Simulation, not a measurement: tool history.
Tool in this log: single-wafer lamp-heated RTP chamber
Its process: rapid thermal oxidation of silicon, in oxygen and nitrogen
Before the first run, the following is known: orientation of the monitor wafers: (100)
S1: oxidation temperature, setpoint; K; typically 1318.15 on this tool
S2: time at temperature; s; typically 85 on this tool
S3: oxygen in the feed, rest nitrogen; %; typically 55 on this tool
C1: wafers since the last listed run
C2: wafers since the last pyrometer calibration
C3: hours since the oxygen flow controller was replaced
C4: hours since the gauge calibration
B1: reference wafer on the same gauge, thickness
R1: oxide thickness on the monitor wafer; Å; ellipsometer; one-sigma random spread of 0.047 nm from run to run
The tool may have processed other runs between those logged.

run 1 day=0.000 | S1=1318.15 S2=85 S3=55 | C1=0 C2=2328 C3=3753.6 C4=1443.1 | B1=8.811 | R1=81.90
run 2 day=2.692 | S1=1318.15 S2=85 S3=55 | C1=527 C2=2856 C3=3818.2 C4=1507.7 | B1=8.783 | R1=82.46
run 3 day=5.379 | S1=1318.15 S2=85 S3=55 | C1=526 C2=3382 C3=3882.7 C4=1572.2 | B1=8.819 | R1=83.60
run 4 day=7.517 | S1=1318.15 S2=85 S3=55 | C1=419 C2=3802 C3=3934.0 C4=1623.5 | B1=8.794 | R1=82.57
run 5 day=10.229 | S1=1318.15 S2=85 S3=55 | C1=531 C2=4333 C3=3999.1 C4=1688.6 | B1=8.802 | R1=83.79
run 6 day=12.850 | S1=1318.15 S2=85 S3=55 | C1=513 C2=4847 C3=4062.0 C4=1751.5 | B1=8.802 | R1=84.68
run 7 day=15.562 | S1=1318.15 S2=85 S3=55 | C1=531 C2=5379 C3=4127.1 C4=1816.6 | B1=8.814 | R1=84.15
run 8 day=17.333 | S1=1318.15 S2=85 S3=55 | C1=347 C2=5726 C3=4169.6 C4=1859.1 | B1=8.798 | R1=84.33
run 9 day=18.625 | S1=1318.15 S2=85 S3=55 | C1=253 C2=5979 C3=4200.6 C4=1890.1 | B1=8.806 | R1=84.99
-- day=21.025 pyrometer window cleaned and pyrometer calibrated
run 10 day=21.067 | S1=1318.15 S2=85 S3=55 | C1=413 C2=8 C3=4259.2 C4=1948.7 | B1=8.813 | R1=80.41
run 11 day=23.271 | S1=1318.15 S2=85 S3=55 | C1=432 C2=440 C3=4312.1 C4=2001.6 | B1=8.801 | R1=80.72
run 12 day=25.383 | S1=1318.15 S2=85 S3=55 | C1=414 C2=854 C3=4362.8 C4=2052.3 | B1=8.820 | R1=80.53
run 13 day=26.438 | S1=1318.15 S2=85 S3=55 | C1=206 C2=1061 C3=4388.1 C4=2077.6 | B1=8.818 | R1=80.27
run 14 day=29.329 | S1=1318.15 S2=85 S3=55 | C1=566 C2=1628 C3=4457.5 C4=2147.0 | B1=8.811 | R1=81.41
run 15 day=33.283 | S1=1318.15 S2=85 S3=55 | C1=775 C2=2403 C3=4552.4 C4=2241.9 | B1=8.834 | R1=81.71
run 16 day=35.429 | S1=1318.15 S2=85 S3=55 | C1=420 C2=2824 C3=4603.9 C4=2293.4 | B1=8.818 | R1=82.11
run 17 day=39.121 | S1=1305.15 S2=96 S3=47 | C1=723 C2=3548 C3=4692.5 C4=2382.0 | B1=8.811 | R1=75.16
run 18 day=41.146 | S1=1299.15 S2=44 S3=55 | C1=397 C2=3945 C3=4741.1 C4=2430.6 | B1=8.803 | R1=54.33
run 19 day=42.738 | S1=1307.15 S2=127 S3=69 | C1=312 C2=4257 C3=4779.3 C4=2468.8 | B1=8.800 | R1=98.58
-- day=43.883 gauge calibrated
run 20 day=45.346 | S1=1300.15 S2=85 S3=30 | C1=511 C2=4768 C3=4841.9 C4=35.1 | B1=8.805 | R1=59.44
run 21 day=46.367 | S1=1318.15 S2=85 S3=26 | C1=200 C2=4968 C3=4866.4 C4=59.6 | B1=8.814 | R1=63.83
run 22 day=48.342 | S1=1318.15 S2=85 S3=55 | C1=387 C2=5355 C3=4913.8 C4=107.0 | B1=8.811 | R1=84.05
run 23 day=49.638 | S1=1318.15 S2=85 S3=55 | C1=254 C2=5609 C3=4944.9 C4=138.1 | B1=8.803 | R1=83.75
-- day=51.942 oxygen flow controller replaced
run 24 day=52.579 | S1=1318.15 S2=102 S3=55 | C1=511 C2=6121 C3=15.3 C4=208.7 | B1=8.819 | R1=90.95
run 25 day=55.075 | S1=1318.15 S2=85 S3=55 | C1=489 C2=6610 C3=75.2 C4=268.6 | B1=8.795 | R1=84.79
run 26 day=56.792 | S1=1294.15 S2=85 S3=45 | C1=336 C2=6947 C3=116.4 C4=309.8 | B1=8.798 | R1=67.17
-- day=58.396 pyrometer window cleaned and pyrometer calibrated
run 27 day=58.425 | S1=1304.15 S2=85 S3=80 | C1=254 C2=5 C3=155.6 C4=349.0 | B1=8.816 | R1=83.41
run 28 day=61.004 | S1=1318.15 S2=85 S3=55 | C1=505 C2=510 C3=217.5 C4=410.9 | B1=8.809 | R1=81.18
run 29 day=62.321 | S1=1344.15 S2=68 S3=55 | C1=258 C2=769 C3=249.1 C4=442.5 | B1=8.801 | R1=88.48
run 30 day=64.750 | S1=1318.15 S2=85 S3=55 | C1=476 C2=1245 C3=307.4 C4=500.8 | B1=8.804 | R1=81.35
run 31 day=67.146 | S1=1335.15 S2=107 S3=75 | C1=469 C2=1715 C3=364.9 C4=558.3 | B1=8.801 | R1=114.05
run 32 day=68.317 | S1=1318.15 S2=85 S3=55 | C1=229 C2=1944 C3=393.0 C4=586.4 | B1=8.793 | R1=81.01
run 33 day=70.992 | S1=1293.15 S2=110 S3=69 | C1=524 C2=2469 C3=457.2 C4=650.6 | B1=8.788 | R1=84.11
run 34 day=72.271 | S1=1295.15 S2=85 S3=55 | C1=250 C2=2719 C3=487.9 C4=681.3 | B1=8.815 | R1=70.45
run 35 day=75.271 | S1=1318.15 S2=54 S3=83 | C1=588 C2=3308 C3=559.9 C4=753.3 | B1=8.806 | R1=78.58
run 36 day=76.608 | S1=1318.15 S2=85 S3=55 | C1=262 C2=3570 C3=592.0 C4=785.4 | B1=8.815 | R1=81.96
run 37 day=78.779 | S1=1306.15 S2=97 S3=69 | C1=425 C2=3995 C3=644.1 C4=837.5 | B1=8.798 | R1=88.56

Forecast each of these 5 alternatives for the next run:
run A day=78.796 | S1=1318.15 S2=85 S3=55 | C1=3 C2=3999 C3=644.5 C4=837.9 | B1=? | R1=?
run B day=78.796 | S1=1318.15 S2=64 S3=55 | C1=3 C2=3999 C3=644.5 C4=837.9 | B1=? | R1=?
run C day=78.796 | S1=1306.15 S2=121 S3=33 | C1=3 C2=3999 C3=644.5 C4=837.9 | B1=? | R1=?
run D day=78.796 | S1=1318.15 S2=85 S3=47 | C1=3 C2=3999 C3=644.5 C4=837.9 | B1=? | R1=?
run E day=78.796 | S1=1304.15 S2=85 S3=29 | C1=3 C2=3999 C3=644.5 C4=837.9 | B1=? | R1=?

run=A B1=8.818 R1=82.97
run=B B1=8.818 R1=73.11
run=C B1=8.818 R1=74.70
run=D B1=8.818 R1=78.46
run=E B1=8.818 R1=60.22
With no hidden state in the tool, these same runs would have given:
run=A R1=80.25
run=B R1=70.72
run=C R1=72.23
run=D R1=75.89
run=E R1=58.26
